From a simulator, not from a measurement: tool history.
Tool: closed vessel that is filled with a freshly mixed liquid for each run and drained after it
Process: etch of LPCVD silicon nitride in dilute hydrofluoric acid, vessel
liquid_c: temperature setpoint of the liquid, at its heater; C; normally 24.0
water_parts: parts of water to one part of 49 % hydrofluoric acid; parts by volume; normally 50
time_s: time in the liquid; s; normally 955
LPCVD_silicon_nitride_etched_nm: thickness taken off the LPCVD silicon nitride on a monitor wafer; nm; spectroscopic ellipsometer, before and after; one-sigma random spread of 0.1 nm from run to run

run   hour  liquid_c  water_parts  time_s  wafers since the last listed run  hours since the thermometer was replaced  hours since the hydrofluoric acid flow meter was replaced  hours since the gauge calibration  read-back film thickness of the LPCVD silicon nitride reference wafer, read on the same gauge (nm)  LPCVD_silicon_nitride_etched_nm
  1    0.0      24.0           35     955                                 0                                     975.4                                                      411.2                              375.2                                                                                              149.99                            16.25
  2   34.7      24.0           35     955                              2241                                    1010.1                                                      445.9                              409.9                                                                                              150.03                            16.26
  3   66.0      28.0           50     745                              2021                                    1041.4                                                      477.2                              441.2                                                                                              150.02                            11.69
  4   81.5      28.0           50     745                              1001                                    1056.9                                                      492.7                              456.7                                                                                              150.03                            11.70
  5  101.8      24.0           65     955                              1311                                    1077.2                                                      513.0                              477.0                                                                                              150.00                             8.89
  6  117.8      24.0           50     955                              1033                                    1093.2                                                      529.0                              493.0                                                                                              150.01                            11.91
  7  137.1      24.0           50     955                              1246                                    1112.5                                                      548.3                              512.3                                                                                              150.00                            11.60
  8  156.4      24.0           50     955                              1246                                    1131.8                                                      567.6                              531.6                                                                                              149.98                            11.58
  9  172.2      24.0           50     955                              1020                                    1147.6                                                      583.4                              547.4                                                                                              150.03                            11.76
 10  189.4      24.0           50     955                              1111                                    1164.8                                                      600.6                              564.6                                                                                              150.03                            11.73
 11  207.7      24.0           50     955                              1182                                    1183.1                                                      618.9                              582.9                                                                                              150.00                            11.70
 12  230.3      24.0           50     955                              1459                                    1205.7                                                      641.5                              605.5                                                                                              149.98                            11.76
 13  249.3      24.0           50     800                              1227                                    1224.7                                                      660.5                              624.5                                                                                              150.00                             9.78
 14  261.4      24.0           50     955                               781                                    1236.8                                                      672.6                              636.6                                                                                              150.00                            11.70
 15  273.4      24.0           50     955                               775                                    1248.8                                                      684.6                              648.6                                                                                              149.95                            11.96
 16  307.8      24.0           50     955                              2222                                    1283.2                                                      719.0                              683.0                                                                                              150.00                            11.90
     326.5  -- gauge calibrated
 17  326.5      24.0           75     955                              1207                                    1301.9                                                      737.7                                0.0                                                                                              149.98                             7.96
     327.6  -- hydrofluoric acid flow meter replaced
 18  347.4      19.0           35    1500                              1285                                    1322.8                                                       19.8                               20.9                                                                                              149.97                            18.98
 19  366.0      19.0           35    1500                              1201                                    1341.4                                                       38.4                               39.5                                                                                              149.95                            18.64
     380.4  -- thermometer replaced
 20  391.2      24.0           50    1315                              1563                                      10.8                                                       63.6                               64.7                                                                                              149.99                            14.58
 21  466.2      21.5           40     955                              4844                                      85.8                                                      138.6                              139.7                                                                                              150.01                            11.27
 22  489.7      24.0           50     745                              1517                                     109.3                                                      162.1                              163.2                                                                                              150.05                             8.32
 23  503.4      24.0           75     955                               884                                     123.0                                                      175.8                              176.9                                                                                              149.97                             7.15
 24  537.2      24.0           50     955                              2183                                     156.8                                                      209.6                              210.7                                                                                              150.01                            10.74
 25  550.5      24.0           50     955                               859                                     170.1                                                      222.9                              224.0                                                                                              150.04                            10.77
 26  624.7      27.5           65     700                              4792                                     244.3                                                      297.1                              298.2                                                                                              149.98                             7.72
 27  642.4      24.0           60     955                              1143                                     262.0                                                      314.8                              315.9                                                                                              150.01                             9.07
 28  669.4      26.5           50     955                              1744                                     289.0                                                      341.8                              342.9                                                                                              150.01                            12.80

Forecast each of these 5 alternatives for the next run:
  A  670.3      24.0           50     955                                58                                     289.9                                                      342.7                              343.8                                                                                                   ?                                ?
  B  670.3      27.5           50     630                                58                                     289.9                                                      342.7                              343.8                                                                                                   ?                                ?
  C  670.3      24.0           30     775                                58                                     289.9                                                      342.7                              343.8                                                                                                   ?                                ?
  D  670.3      26.0           50     810                                58                                     289.9                                                      342.7                              343.8                                                                                                   ?                                ?
  E  670.3      19.5           45     510                                58                                     289.9                                                      342.7                              343.8                                                                                                   ?                                ?

run  read-back film thickness of the LPCVD silicon nitride reference wafer, read on the same gauge (nm)  LPCVD_silicon_nitride_etched_nm
  A                                                                                              149.98                            10.84
  B                                                                                              149.98                             9.01
  C                                                                                              149.98                            14.46
  D                                                                                              149.98                            10.50
  E                                                                                              149.98                             4.71
Had the tool no hidden state, the same runs would have come out as:
run  LPCVD_silicon_nitride_etched_nm
  A                            10.46
  B                             8.71
  C                            13.95
  D                            10.14
  E                             4.54

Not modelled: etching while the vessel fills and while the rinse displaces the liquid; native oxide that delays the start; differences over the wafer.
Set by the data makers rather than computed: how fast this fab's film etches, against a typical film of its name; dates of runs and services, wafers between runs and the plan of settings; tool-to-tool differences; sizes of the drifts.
